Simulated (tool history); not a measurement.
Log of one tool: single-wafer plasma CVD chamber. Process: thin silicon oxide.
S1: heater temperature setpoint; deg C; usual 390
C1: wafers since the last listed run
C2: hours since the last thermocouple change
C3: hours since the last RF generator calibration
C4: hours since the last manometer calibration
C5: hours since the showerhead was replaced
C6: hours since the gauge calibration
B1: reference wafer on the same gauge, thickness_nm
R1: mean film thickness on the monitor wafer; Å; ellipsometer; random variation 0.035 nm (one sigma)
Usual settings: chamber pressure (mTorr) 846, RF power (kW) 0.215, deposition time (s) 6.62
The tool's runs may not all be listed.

run 1 hour=0 | S1=390 chamber_pressure_(mTorr)=846 RF_power_(kW)=0.215 deposition_time_(s)=6.62 | C1=0 C2=2613.1 C3=1897.4 C4=1113.4 C5=3387.1 C6=252.6 | B1=13.907 | R1=126.5
run 2 hour=24.2 | S1=390 chamber_pressure_(mTorr)=846 RF_power_(kW)=0.215 deposition_time_(s)=6.62 | C1=454 C2=2637.3 C3=1921.6 C4=1137.6 C5=3411.3 C6=276.8 | B1=13.892 | R1=126.64
run 3 hour=57.8 | S1=390 chamber_pressure_(mTorr)=846 RF_power_(kW)=0.215 deposition_time_(s)=6.62 | C1=631 C2=2670.9 C3=1955.2 C4=1171.2 C5=3444.9 C6=310.4 | B1=13.898 | R1=127.3
run 4 hour=70.4 | S1=390 chamber_pressure_(mTorr)=846 RF_power_(kW)=0.225 deposition_time_(s)=6.94 | C1=236 C2=2683.5 C3=1967.8 C4=1183.8 C5=3457.5 C6=323 | B1=13.896 | R1=137.08
run 5 hour=92 | S1=390 chamber_pressure_(mTorr)=846 RF_power_(kW)=0.225 deposition_time_(s)=6.94 | C1=406 C2=2705.1 C3=1989.4 C4=1205.4 C5=3479.1 C6=344.6 | B1=13.901 | R1=136.77
run 6 hour=125.1 | S1=390 chamber_pressure_(mTorr)=846 RF_power_(kW)=0.225 deposition_time_(s)=6.94 | C1=622 C2=2738.2 C3=2022.5 C4=1238.5 C5=3512.2 C6=377.7 | B1=13.91 | R1=136.52
run 7 hour=155.3 | S1=390 chamber_pressure_(mTorr)=750 RF_power_(kW)=0.215 deposition_time_(s)=6.62 | C1=567 C2=2768.4 C3=2052.7 C4=1268.7 C5=3542.4 C6=407.9 | B1=13.899 | R1=112.88
-- hour=165.8 thermocouple changed; heater temperature recalibrated
-- hour=168.5 RF generator calibrated
run 8 hour=177.7 | S1=390 chamber_pressure_(mTorr)=846 RF_power_(kW)=0.215 deposition_time_(s)=6.62 | C1=219 C2=11.9 C3=9.2 C4=1291.1 C5=3564.8 C6=430.3 | B1=13.898 | R1=131.57
run 9 hour=191.1 | S1=390 chamber_pressure_(mTorr)=846 RF_power_(kW)=0.215 deposition_time_(s)=6.62 | C1=251 C2=25.3 C3=22.6 C4=1304.5 C5=3578.2 C6=443.7 | B1=13.905 | R1=131.58
-- hour=210.8 gauge calibrated
run 10 hour=212.8 | S1=385 chamber_pressure_(mTorr)=694 RF_power_(kW)=0.215 deposition_time_(s)=6.62 | C1=407 C2=47 C3=44.3 C4=1326.2 C5=3599.9 C6=2 | B1=13.897 | R1=106.94
run 11 hour=233.8 | S1=385 chamber_pressure_(mTorr)=694 RF_power_(kW)=0.215 deposition_time_(s)=6.62 | C1=394 C2=68 C3=65.3 C4=1347.2 C5=3620.9 C6=23 | B1=13.892 | R1=107.25
run 12 hour=246.9 | S1=390 chamber_pressure_(mTorr)=846 RF_power_(kW)=0.215 deposition_time_(s)=6.62 | C1=246 C2=81.1 C3=78.4 C4=1360.3 C5=3634 C6=36.1 | B1=13.9 | R1=131.94
run 13 hour=266 | S1=390 chamber_pressure_(mTorr)=846 RF_power_(kW)=0.215 deposition_time_(s)=6.62 | C1=359 C2=100.2 C3=97.5 C4=1379.4 C5=3653.1 C6=55.2 | B1=13.902 | R1=132.46
-- hour=287.1 showerhead replaced
run 14 hour=299 | S1=401 chamber_pressure_(mTorr)=846 RF_power_(kW)=0.2 deposition_time_(s)=6.17 | C1=470 C2=133.2 C3=130.5 C4=1412.4 C5=11.9 C6=88.2 | B1=13.903 | R1=116.72
run 15 hour=321.8 | S1=390 chamber_pressure_(mTorr)=846 RF_power_(kW)=0.215 deposition_time_(s)=6.62 | C1=428 C2=156 C3=153.3 C4=1435.2 C5=34.7 C6=111 | B1=13.893 | R1=132.36
run 16 hour=351.1 | S1=390 chamber_pressure_(mTorr)=702 RF_power_(kW)=0.255 deposition_time_(s)=6.62 | C1=550 C2=185.3 C3=182.6 C4=1464.5 C5=64 C6=140.3 | B1=13.901 | R1=119.46
-- hour=375.3 capacitance manometer re-zeroed and calibrated
run 17 hour=375.7 | S1=390 chamber_pressure_(mTorr)=846 RF_power_(kW)=0.185 deposition_time_(s)=6.62 | C1=312 C2=209.9 C3=207.2 C4=0.4 C5=88.6 C6=164.9 | B1=13.912 | R1=113.92

Run 18 comes next. What will it give?
run 18 hour=405.8 | S1=390 chamber_pressure_(mTorr)=846 RF_power_(kW)=0.18 deposition_time_(s)=6.2 | C1=565 C2=240 C3=237.3 C4=30.5 C5=118.7 C6=195 | B1=? | R1=?

{"run 18": {"B1": 13.894, "R1": 105.41}}
Without the tool's hidden state the same run would have given R1 105.72 Å.
